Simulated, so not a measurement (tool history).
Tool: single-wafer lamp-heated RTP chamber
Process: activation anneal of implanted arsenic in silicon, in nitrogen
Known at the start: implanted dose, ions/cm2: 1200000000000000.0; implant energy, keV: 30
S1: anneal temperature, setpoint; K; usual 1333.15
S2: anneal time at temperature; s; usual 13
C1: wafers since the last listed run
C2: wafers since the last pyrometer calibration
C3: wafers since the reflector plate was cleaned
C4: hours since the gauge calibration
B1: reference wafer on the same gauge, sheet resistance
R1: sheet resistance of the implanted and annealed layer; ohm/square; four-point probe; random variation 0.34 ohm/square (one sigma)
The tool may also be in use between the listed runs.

| run | hour | S1 | S2 | C1 | C2 | C3 | C4 | B1 | R1 |
|---|---|---|---|---|---|---|---|---|---|
| 1 | 0.0 | 1324.15 | 13 | 0 | 2256 | 465 | 478.0 | 81.45 | 99.51 |
| 2 | 56.8 | 1324.15 | 13 | 869 | 3126 | 1335 | 534.8 | 81.60 | 98.77 |
| 3 | 111.3 | 1333.15 | 13 | 834 | 3960 | 2169 | 589.3 | 81.54 | 97.75 |
|  | 146.7 | pyrometer window cleaned and pyrometer calibrated |
| 4 | 150.3 | 1333.15 | 13 | 474 | 54 | 2644 | 628.3 | 81.52 | 98.90 |
| 5 | 187.4 | 1333.15 | 13 | 568 | 622 | 3212 | 665.4 | 81.35 | 99.18 |
|  | 247.0 | reflector plate cleaned |
| 6 | 247.5 | 1315.15 | 7 | 797 | 1420 | 7 | 725.5 | 81.46 | 104.19 |
| 7 | 269.2 | 1333.15 | 13 | 332 | 1752 | 340 | 747.2 | 81.64 | 98.16 |
| 8 | 311.8 | 1333.15 | 13 | 652 | 2404 | 992 | 789.8 | 81.42 | 98.23 |
| 9 | 338.1 | 1333.15 | 13 | 402 | 2807 | 1394 | 816.1 | 81.53 | 97.74 |
|  | 338.8 | gauge calibrated |
| 10 | 389.1 | 1333.15 | 13 | 780 | 3588 | 2175 | 50.3 | 81.37 | 97.69 |
| 11 | 452.2 | 1306.15 | 10 | 966 | 4554 | 3141 | 113.4 | 81.45 | 102.76 |
|  | 489.2 | pyrometer window cleaned and pyrometer calibrated |
| 12 | 489.7 | 1305.15 | 9 | 451 | 7 | 3593 | 150.9 | 81.46 | 104.61 |
| 13 | 519.6 | 1316.15 | 11 | 457 | 465 | 4051 | 180.8 | 81.54 | 102.60 |
| 14 | 555.1 | 1333.15 | 8 | 543 | 1008 | 4594 | 216.3 | 81.49 | 100.97 |
| 15 | 606.5 | 1306.15 | 15 | 786 | 1795 | 5381 | 267.7 | 81.34 | 101.24 |
|  | 614.7 | reflector plate cleaned |
| 16 | 655.7 | 1333.15 | 13 | 630 | 2426 | 627 | 316.9 | 81.48 | 97.82 |
| 17 | 698.2 | 1333.15 | 20 | 650 | 3077 | 1278 | 359.4 | 81.42 | 94.99 |
| 18 | 730.9 | 1311.15 | 18 | 500 | 3577 | 1778 | 392.1 | 81.46 | 99.01 |
| 19 | 779.5 | 1333.15 | 13 | 744 | 4321 | 2522 | 440.7 | 81.42 | 97.97 |
|  | 828.9 | pyrometer window cleaned and pyrometer calibrated |
| 20 | 829.4 | 1333.15 | 8 | 641 | 8 | 3164 | 490.6 | 81.51 | 101.47 |

Forecast each of these 5 alternatives for the next run:
| A | 829.8 | 1333.15 | 13 | 6 | 14 | 3170 | 491.0 | ? | ? |
| B | 829.8 | 1324.15 | 19 | 6 | 14 | 3170 | 491.0 | ? | ? |
| C | 829.8 | 1361.15 | 8 | 6 | 14 | 3170 | 491.0 | ? | ? |
| D | 829.8 | 1362.15 | 13 | 6 | 14 | 3170 | 491.0 | ? | ? |
| E | 829.8 | 1346.15 | 8 | 6 | 14 | 3170 | 491.0 | ? | ? |

| run | B1 | R1 |
|---|---|---|
| A | 81.44 | 98.58 |
| B | 81.44 | 97.45 |
| C | 81.44 | 97.84 |
| D | 81.44 | 94.49 |
| E | 81.44 | 99.78 |
Without the tool's hidden state the same runs would have given:
| run | R1 |
|---|---|
| A | 98.60 |
| B | 97.47 |
| C | 97.86 |
| D | 94.51 |
| E | 99.80 |
